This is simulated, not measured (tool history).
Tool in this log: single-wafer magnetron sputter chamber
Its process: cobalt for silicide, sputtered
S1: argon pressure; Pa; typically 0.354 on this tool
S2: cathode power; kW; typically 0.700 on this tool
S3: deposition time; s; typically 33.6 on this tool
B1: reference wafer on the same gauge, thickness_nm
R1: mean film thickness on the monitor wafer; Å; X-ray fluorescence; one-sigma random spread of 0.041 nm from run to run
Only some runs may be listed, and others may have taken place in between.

run 1 hour=0.0 | S1=0.354 S2=0.700 S3=33.6 | B1=10.996 | R1=114.51
run 2 hour=49.9 | S1=0.354 S2=0.700 S3=33.6 | B1=11.008 | R1=113.72
-- hour=92.1 sputter target and shields replaced
run 3 hour=102.9 | S1=0.354 S2=0.700 S3=33.6 | B1=11.004 | R1=116.43
run 4 hour=151.8 | S1=0.354 S2=0.700 S3=33.6 | B1=11.005 | R1=115.85
run 5 hour=202.9 | S1=0.354 S2=0.700 S3=33.6 | B1=11.005 | R1=115.61
run 6 hour=263.7 | S1=0.354 S2=0.700 S3=33.6 | B1=10.989 | R1=114.21
run 7 hour=289.2 | S1=0.354 S2=0.700 S3=33.6 | B1=11.004 | R1=113.79
run 8 hour=349.0 | S1=0.354 S2=0.700 S3=33.6 | B1=10.994 | R1=113.03
-- hour=375.5 sputter target and shields replaced
run 9 hour=376.0 | S1=0.354 S2=0.700 S3=33.6 | B1=10.998 | R1=116.45
run 10 hour=421.6 | S1=0.354 S2=0.700 S3=30.3 | B1=10.991 | R1=104.43
run 11 hour=484.5 | S1=0.354 S2=0.700 S3=30.3 | B1=11.013 | R1=103.58
run 12 hour=541.1 | S1=0.354 S2=0.700 S3=30.3 | B1=11.007 | R1=102.82
run 13 hour=585.7 | S1=0.354 S2=0.750 S3=33.6 | B1=10.994 | R1=121.53
run 14 hour=648.4 | S1=0.354 S2=0.700 S3=33.6 | B1=11.001 | R1=112.74
-- hour=690.0 sputter target and shields replaced
run 15 hour=718.5 | S1=0.354 S2=0.700 S3=30.3 | B1=10.997 | R1=103.52
-- hour=730.6 magnet pack replaced
-- hour=735.3 capacitance manometer re-zeroed and calibrated
run 16 hour=840.5 | S1=0.354 S2=0.900 S3=35.6 | B1=10.989 | R1=156.92
-- hour=856.6 gauge calibrated
-- hour=981.6 sputter target and shields replaced
run 17 hour=982.1 | S1=0.397 S2=0.850 S3=39.7 | B1=11.003 | R1=166.83
run 18 hour=1013.4 | S1=0.354 S2=0.700 S3=33.6 | B1=11.007 | R1=117.45
run 19 hour=1051.0 | S1=0.354 S2=0.700 S3=33.6 | B1=11.016 | R1=116.25
run 20 hour=1104.7 | S1=0.393 S2=0.700 S3=33.6 | B1=10.990 | R1=113.42
run 21 hour=1166.3 | S1=0.226 S2=0.700 S3=33.6 | B1=11.007 | R1=120.41
run 22 hour=1210.4 | S1=0.354 S2=0.700 S3=33.6 | B1=10.999 | R1=114.31
run 23 hour=1241.3 | S1=0.400 S2=0.850 S3=33.6 | B1=10.996 | R1=136.75
run 24 hour=1287.8 | S1=0.354 S2=0.600 S3=35.4 | B1=10.998 | R1=102.66

For run 25, what comes out?
-- hour=1300.5 sputter target and shields replaced
run 25 hour=1329.2 | S1=0.414 S2=0.700 S3=33.6 | B1=? | R1=?

B1: 10.999
R1: 113.75 Å
If the tool had no hidden condition, the same run with the same run-to-run variation would have returned R1 115.59 Å.

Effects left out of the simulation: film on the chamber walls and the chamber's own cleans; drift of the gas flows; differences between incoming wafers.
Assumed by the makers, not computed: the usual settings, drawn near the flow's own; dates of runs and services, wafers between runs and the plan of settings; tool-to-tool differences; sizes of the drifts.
